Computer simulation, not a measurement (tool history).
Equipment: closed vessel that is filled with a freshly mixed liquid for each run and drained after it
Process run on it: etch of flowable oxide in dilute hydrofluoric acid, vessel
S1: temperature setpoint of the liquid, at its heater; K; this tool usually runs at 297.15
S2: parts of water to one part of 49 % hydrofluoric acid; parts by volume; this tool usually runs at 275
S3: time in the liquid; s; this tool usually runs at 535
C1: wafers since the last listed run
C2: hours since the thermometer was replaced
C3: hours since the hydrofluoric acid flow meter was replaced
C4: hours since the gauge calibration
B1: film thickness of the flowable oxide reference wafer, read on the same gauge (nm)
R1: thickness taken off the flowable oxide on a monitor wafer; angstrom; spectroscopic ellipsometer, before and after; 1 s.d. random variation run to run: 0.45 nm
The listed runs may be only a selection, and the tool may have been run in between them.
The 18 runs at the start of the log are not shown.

run,hour,S1,S2,S3,C1,C2,C3,C4,B1,R1
19,629.4,300.15,155,670,2818,440.7,433.6,286.5,50.01,1461.7
20,646.8,298.65,355,250,1476,458.1,451,303.9,50,180.3
21,667.3,297.15,275,700,1740,478.6,471.5,324.4,49.97,669.2
22,707.8,294.65,215,240,3437,519.1,512,364.9,49.99,282.1
23,726.2,297.15,215,535,1561,537.5,530.4,383.3,49.97,691.4
24,744,297.15,275,535,1510,555.3,548.2,401.1,50.01,511.4
25,773.9,297.15,275,535,2538,585.2,578.1,431,49.99,509.9
26,794.5,295.65,195,355,1748,605.8,598.7,451.6,50,486.4
27,814.6,297.15,275,410,1706,625.9,618.8,471.7,49.99,389.4
28,837.2,297.15,275,535,1918,648.5,641.4,494.3,50.02,501
29,855.5,301.65,235,675,1553,666.8,659.7,512.6,49.99,919.9
30,882.4,297.15,275,535,2283,693.7,686.6,539.5,49.99,519.3
31,898.6,302.15,275,360,1375,709.9,702.8,555.7,49.98,407.8
32,921.6,300.15,340,380,1952,732.9,725.8,578.7,49.99,302.4
33,946.7,297.15,275,535,2130,758,750.9,603.8,50,512
34,961,294.65,225,535,1213,772.3,765.2,618.1,49.99,599.9

Below are 3 alternative next runs, each starting from the tool's condition after run 34. Predict each:
A,961.8,292.15,275,535,67,773.1,766,618.9,?,?
B,961.8,294.15,275,535,67,773.1,766,618.9,?,?
C,961.8,294.65,225,390,67,773.1,766,618.9,?,?

run,B1,R1
A,49.96,419.5
B,49.96,451.8
C,49.96,430.2
Without the tool's hidden state the same runs would have given:
run,R1
A,419.5
B,451.8
C,430.2
